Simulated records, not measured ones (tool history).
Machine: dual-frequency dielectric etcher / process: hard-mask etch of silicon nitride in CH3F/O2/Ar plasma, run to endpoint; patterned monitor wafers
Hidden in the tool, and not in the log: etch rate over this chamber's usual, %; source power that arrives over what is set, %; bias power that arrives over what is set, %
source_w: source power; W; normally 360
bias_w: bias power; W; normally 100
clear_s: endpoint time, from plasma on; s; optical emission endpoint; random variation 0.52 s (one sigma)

run,hour,source_w,bias_w,wafers since the last listed run,hours since the last wet clean,hours since the last source power generator calibration,hours since the last bias power generator calibration,hours since the last upper electrode change,"incoming incoming film thickness, nm",clear_s
1,0,360,89,0,137.7,3822.5,1990,3235.2,54.9,80.6
2,66.2,360,89,443,203.9,3888.7,2056.2,3301.4,55,80.9
3,137.8,360,89,479,275.5,3960.3,2127.8,3373,54.6,80.4
# hour 213.6: wet clean of the chamber
4,214.1,430,108,350,0.5,4036.6,2204.1,3449.3,55.1,68.1
5,226.7,430,108,84,13.1,4049.2,2216.7,3461.9,54.5,67.7
6,292.5,290,109,440,78.9,4115,2282.5,3527.7,54.5,80.2
7,329.1,360,109,245,115.5,4151.6,2319.1,3564.3,55.3,73.3
8,383.9,360,109,366,170.3,4206.4,2373.9,3619.1,55.3,73.8
9,409.3,360,109,170,195.7,4231.8,2399.3,3644.5,54.7,72.6
10,466.4,430,111,382,252.8,4288.9,2456.4,3701.6,54.8,67.2
11,499,430,111,218,285.4,4321.5,2489,3734.2,54.8,66.6
# hour 540.2: upper electrode replaced
# hour 553.4: wet clean of the chamber
12,553.9,430,111,118,0.5,4376.4,2543.9,13.7,54.8,66.2
13,573.1,380,100,128,19.7,4395.6,2563.1,32.9,55.2,75.2
14,610.5,380,100,250,57.1,4433,2600.5,70.3,54.4,73.5
15,668.2,380,100,386,114.8,4490.7,2658.2,128,54.6,73.8
16,798.3,360,100,871,244.9,4620.8,2788.3,258.1,54.7,76.2
17,862.2,360,75,427,308.8,4684.7,2852.2,322,55.4,89.4
18,913.9,360,113,346,360.5,4736.4,2903.9,373.7,54.8,71.9
# hour 947.3: wet clean of the chamber
19,948.4,330,122,70,1.1,4770.9,2938.4,408.2,55,71.7

For run 20, what comes out?
# hour 963.9: bias power generator calibrated
20,994,330,100,278,46.7,4816.5,30.1,453.8,54.2,?

clear_s: 79.7 s
If the tool had no hidden condition, the same run with the same run-to-run variation would have returned clear_s 79.7 s.
